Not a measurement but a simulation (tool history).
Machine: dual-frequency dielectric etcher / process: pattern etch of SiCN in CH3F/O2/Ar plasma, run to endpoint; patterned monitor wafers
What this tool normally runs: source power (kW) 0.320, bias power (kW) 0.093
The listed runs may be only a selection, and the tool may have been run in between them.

run,hour,source power (kW),bias power (kW),"incoming incoming film thickness, nm",endpoint time (s)
1,0.0,0.320,0.093,9.17,26.6
2,8.3,0.320,0.093,9.26,26.6
3,14.8,0.320,0.093,9.22,26.8
4,24.5,0.320,0.093,9.19,27.1
5,38.0,0.320,0.093,9.23,26.8
6,47.3,0.320,0.093,9.14,26.8
7,83.3,0.320,0.093,9.25,27.1
8,92.0,0.320,0.088,9.19,27.8
9,103.7,0.320,0.093,9.26,27.7
# hour 121.2: bias power generator calibrated
10,121.7,0.320,0.093,9.20,26.8
11,128.1,0.320,0.093,9.24,27.0
# hour 163.2: wet clean of the chamber
12,163.7,0.320,0.093,9.20,26.4
13,164.0,0.320,0.093,9.26,26.7
14,175.0,0.280,0.077,9.22,29.9
15,187.3,0.260,0.104,9.18,27.4
16,199.9,0.370,0.093,9.26,25.3
17,207.8,0.360,0.093,9.21,25.2
# hour 239.9: upper electrode replaced, of another model than before
18,240.4,0.320,0.112,9.14,24.3
19,240.7,0.320,0.116,9.31,24.1
20,241.0,0.350,0.114,9.29,23.7

Predict the results of run 21:
# hour 251.3: source power generator calibrated
21,255.0,0.260,0.109,9.23,?

{"run 21": {"endpoint time (s)": 26.4}}
The same run, on a tool lacking any hidden state, would have yielded endpoint time (s) 25.7.

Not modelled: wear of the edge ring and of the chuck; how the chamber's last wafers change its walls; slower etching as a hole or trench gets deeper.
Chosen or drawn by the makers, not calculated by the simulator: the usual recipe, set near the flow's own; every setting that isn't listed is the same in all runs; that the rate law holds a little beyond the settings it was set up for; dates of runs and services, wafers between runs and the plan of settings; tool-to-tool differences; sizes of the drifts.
